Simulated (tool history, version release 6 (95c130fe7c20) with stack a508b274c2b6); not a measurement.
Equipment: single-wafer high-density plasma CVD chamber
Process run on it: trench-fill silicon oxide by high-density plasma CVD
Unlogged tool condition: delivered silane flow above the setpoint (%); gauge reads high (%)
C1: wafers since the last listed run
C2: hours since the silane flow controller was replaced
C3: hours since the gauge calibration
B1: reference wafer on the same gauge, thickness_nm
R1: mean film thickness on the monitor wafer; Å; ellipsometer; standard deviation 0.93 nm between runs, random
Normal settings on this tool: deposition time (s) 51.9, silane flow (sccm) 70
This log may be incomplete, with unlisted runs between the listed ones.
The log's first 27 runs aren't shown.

run 28 day=80.475 | deposition_time_(s)=61.4 silane_flow_(sccm)=64 | C1=1010 C2=3267.3 C3=934.6 | B1=366.76 | R1=3591.37
-- day=82.496 silane flow controller replaced
run 29 day=82.958 | deposition_time_(s)=51.9 silane_flow_(sccm)=74 | C1=557 C2=11.1 C3=994.2 | B1=367.057 | R1=3550.62
run 30 day=86.642 | deposition_time_(s)=51.9 silane_flow_(sccm)=70 | C1=955 C2=99.5 C3=1082.6 | B1=367.055 | R1=3353.63
run 31 day=90.958 | deposition_time_(s)=51.9 silane_flow_(sccm)=70 | C1=1119 C2=203.1 C3=1186.2 | B1=367.2 | R1=3340.81
run 32 day=94.542 | deposition_time_(s)=57 silane_flow_(sccm)=75 | C1=929 C2=289.1 C3=1272.2 | B1=366.931 | R1=3916.08
run 33 day=97.442 | deposition_time_(s)=56.2 silane_flow_(sccm)=65 | C1=752 C2=358.7 C3=1341.8 | B1=367.241 | R1=3404.04
run 34 day=99.325 | deposition_time_(s)=43.3 silane_flow_(sccm)=78 | C1=488 C2=403.9 C3=1387 | B1=367.415 | R1=3071.2
run 35 day=103.504 | deposition_time_(s)=51.9 silane_flow_(sccm)=70 | C1=1084 C2=504.2 C3=1487.3 | B1=366.751 | R1=3322.22
run 36 day=106.879 | deposition_time_(s)=51.9 silane_flow_(sccm)=57 | C1=875 C2=585.2 C3=1568.3 | B1=367.188 | R1=2786.37

What if the next run were any one of these 4? Each begins from the tool's condition after run 36:
run A day=106.896 | deposition_time_(s)=62 silane_flow_(sccm)=70 | C1=4 C2=585.6 C3=1568.7 | B1=? | R1=?
run B day=106.896 | deposition_time_(s)=51.9 silane_flow_(sccm)=63 | C1=4 C2=585.6 C3=1568.7 | B1=? | R1=?
run C day=106.896 | deposition_time_(s)=42 silane_flow_(sccm)=81 | C1=4 C2=585.6 C3=1568.7 | B1=? | R1=?
run D day=106.896 | deposition_time_(s)=47.8 silane_flow_(sccm)=74 | C1=4 C2=585.6 C3=1568.7 | B1=? | R1=?

run=A B1=367.268 R1=3988.03
run=B B1=367.268 R1=3047.13
run=C B1=367.268 R1=3071.93
run=D B1=367.268 R1=3227.92
With no hidden state in the tool, these same runs would have given:
run=A R1=4039.01
run=B R1=3086.08
run=C R1=3111.2
run=D R1=3269.18
